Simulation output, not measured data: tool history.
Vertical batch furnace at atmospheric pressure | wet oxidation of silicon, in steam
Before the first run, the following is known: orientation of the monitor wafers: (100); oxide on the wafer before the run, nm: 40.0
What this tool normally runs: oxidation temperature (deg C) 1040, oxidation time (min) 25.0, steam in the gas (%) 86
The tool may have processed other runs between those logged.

| run | hour | oxidation temperature (deg C) | oxidation time (min) | steam in the gas (%) | wafers since the last listed run | hours since the last temperature calibration | hours since the steam generator was serviced | hours since the gauge calibration | read-back reference wafer on the same gauge, thickness | oxide thickness on the monitor wafer (Å) |
|---|---|---|---|---|---|---|---|---|---|---|
| 1 | 0.0 | 1040 | 25.0 | 86 | 0 | 2114.1 | 2239.3 | 384.8 | 378.87 | 3243.2 |
| 2 | 55.4 | 1040 | 25.0 | 86 | 991 | 2169.5 | 2294.7 | 440.2 | 379.26 | 3226.0 |
| 3 | 122.8 | 1040 | 25.0 | 86 | 1206 | 2236.9 | 2362.1 | 507.6 | 379.18 | 3205.0 |
| 4 | 175.4 | 1040 | 25.0 | 86 | 941 | 2289.5 | 2414.7 | 560.2 | 378.77 | 3220.8 |
| 5 | 222.6 | 1040 | 25.0 | 86 | 844 | 2336.7 | 2461.9 | 607.4 | 379.01 | 3198.2 |
| 6 | 266.6 | 1040 | 25.0 | 86 | 787 | 2380.7 | 2505.9 | 651.4 | 378.95 | 3197.8 |
|  | 305.7 | thermocouples replaced and temperature profile calibrated |
| 7 | 314.0 | 1040 | 25.0 | 86 | 418 | 8.3 | 2553.3 | 698.8 | 378.96 | 3196.4 |
| 8 | 351.2 | 1040 | 25.0 | 86 | 665 | 45.5 | 2590.5 | 736.0 | 379.30 | 3173.0 |
| 9 | 392.3 | 1040 | 25.0 | 86 | 735 | 86.6 | 2631.6 | 777.1 | 379.27 | 3169.3 |
| 10 | 443.8 | 1040 | 25.0 | 86 | 921 | 138.1 | 2683.1 | 828.6 | 379.31 | 3162.1 |
| 11 | 508.6 | 1048 | 35.0 | 80 | 1159 | 202.9 | 2747.9 | 893.4 | 379.40 | 3916.4 |
| 12 | 553.8 | 1040 | 25.0 | 86 | 808 | 248.1 | 2793.1 | 938.6 | 379.04 | 3157.2 |
| 13 | 601.1 | 1061 | 25.0 | 86 | 846 | 295.4 | 2840.4 | 985.9 | 378.63 | 3562.2 |
|  | 609.5 | gauge calibrated |
| 14 | 645.2 | 1030 | 16.5 | 75 | 789 | 339.5 | 2884.5 | 35.7 | 378.99 | 2097.7 |
| 15 | 685.9 | 1040 | 25.0 | 86 | 728 | 380.2 | 2925.2 | 76.4 | 378.92 | 3159.2 |
|  | 716.4 | steam generator serviced |
| 16 | 726.5 | 1059 | 34.0 | 94 | 297 | 420.8 | 10.1 | 117.0 | 379.40 | 4724.7 |

Run 17 is up next; what results do you expect?
| 17 | 790.9 | 1059 | 34.0 | 94 | 1152 | 485.2 | 74.5 | 181.4 | ? | ? |

read-back reference wafer on the same gauge, thickness: 379.41
oxide thickness on the monitor wafer (Å): 4702.8
With the hidden condition absent and the run-to-run variation left alone, this run would have shown oxide thickness on the monitor wafer (Å) 4712.5.
